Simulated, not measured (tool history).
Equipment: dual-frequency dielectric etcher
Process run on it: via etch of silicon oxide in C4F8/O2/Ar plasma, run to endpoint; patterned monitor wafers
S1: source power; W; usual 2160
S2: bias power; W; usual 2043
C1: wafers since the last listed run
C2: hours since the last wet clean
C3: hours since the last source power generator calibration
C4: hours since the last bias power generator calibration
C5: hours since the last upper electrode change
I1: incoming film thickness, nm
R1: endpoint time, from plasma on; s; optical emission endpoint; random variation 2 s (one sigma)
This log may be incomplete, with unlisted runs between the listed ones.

run    hour    S1    S2   C1     C2      C3      C4      C5      I1     R1
  1     0.0  2160  2043    0  107.6  4991.5  4329.1  4728.1  2245.0  433.9
  2    30.8  2160  2043  107  138.4  5022.3  4359.9  4758.9  2234.2  429.1
  3   126.5  2160  1651  333  234.1  5118.0  4455.6  4854.6  2208.2  456.9
  4   156.6  2160  1651  104  264.2  5148.1  4485.7  4884.7  2240.4  466.6
  5   178.9  2160  1651   77  286.5  5170.4  4508.0  4907.0  2227.0  464.0
  6   247.7  2160  1796  239  355.3  5239.2  4576.8  4975.8  2229.8  449.3
  7   280.9  2160  1796  115  388.5  5272.4  4610.0  5009.0  2246.7  456.0
      317.1  -- wet clean of the chamber
  8   317.6  2160  1796   44    0.5  5309.1  4646.7  5045.7  2229.8  448.0
  9   318.0  2160  2043    1    0.9  5309.5  4647.1  5046.1  2228.4  430.1
      324.2  -- source power generator calibrated
 10   330.2  2160  2043   28   13.1     6.0  4659.3  5058.3  2237.9  431.8
 11   349.5  2160  2043   67   32.4    25.3  4678.6  5077.6  2253.9  436.5
      367.8  -- bias power generator calibrated
 12   368.3  2160  2043   51   51.2    44.1     0.5  5096.4  2231.7  432.3
      404.7  -- upper electrode replaced
 13   450.6  2160  2043  203  133.5   126.4    82.8    45.9  2264.2  440.2
 14   487.0  2160  2218  126  169.9   162.8   119.2    82.3  2240.0  421.5
 15   503.1  2160  2218   56  186.0   178.9   135.3    98.4  2241.6  422.4
 16   517.6  2290  2043   50  200.5   193.4   149.8   112.9  2233.0  425.0
 17   547.9  2290  2043  105  230.8   223.7   180.1   143.2  2240.8  422.8
 18   579.1  2630  1702  108  262.0   254.9   211.3   174.4  2234.1  431.5
 19   597.4  2390  2295   63  280.3   273.2   229.6   192.7  2226.1  402.5
 20   619.9  2160  2043   78  302.8   295.7   252.1   215.2  2225.4  434.3
 21   633.1  2460  2043   45  316.0   308.9   265.3   228.4  2225.5  410.6
 22   661.5  2160  2043   98  344.4   337.3   293.7   256.8  2243.5  434.0
 23   688.0  2530  2277   92  370.9   363.8   320.2   283.3  2239.4  400.1
 24   715.1  1770  1911   94  398.0   390.9   347.3   310.4  2237.0  471.2
      749.2  -- wet clean of the chamber
 25   749.7  2160  2043   36    0.5   425.5   381.9   345.0  2232.7  432.1
 26   780.3  2160  2043  106   31.1   456.1   412.5   375.6  2247.6  435.1
 27   796.8  2420  2043   57   47.6   472.6   429.0   392.1  2227.3  416.1
 28   815.1  1970  2335   63   65.9   490.9   447.3   410.4  2232.0  424.7
 29   835.5  2420  1767   71   86.3   511.3   467.7   430.8  2227.7  437.8
 30   863.6  2540  2250   97  114.4   539.4   495.8   458.9  2230.2  396.8
 31   896.9  2160  2043  116  147.7   572.7   529.1   492.2  2215.4  425.0
 32   914.7  1820  2323   62  165.5   590.5   546.9   510.0  2241.4  438.9
 33   934.9  1700  2354   70  185.7   610.7   567.1   530.2  2249.0  445.8
 34   968.4  2160  1796  116  219.2   644.2   600.6   563.7  2219.9  449.0
 35   988.0  2330  1894   68  238.8   663.8   620.2   583.3  2253.6  437.8
 36  1007.5  1940  1542   67  258.3   683.3   639.7   602.8  2217.7  484.5

Hidden state, per run?
etch rate over this chamber's usual, %: 0, the same for each run
source power that arrives over what is set, %: 0, the same for each run
bias power that arrives over what is set, %: 0, the same for each run

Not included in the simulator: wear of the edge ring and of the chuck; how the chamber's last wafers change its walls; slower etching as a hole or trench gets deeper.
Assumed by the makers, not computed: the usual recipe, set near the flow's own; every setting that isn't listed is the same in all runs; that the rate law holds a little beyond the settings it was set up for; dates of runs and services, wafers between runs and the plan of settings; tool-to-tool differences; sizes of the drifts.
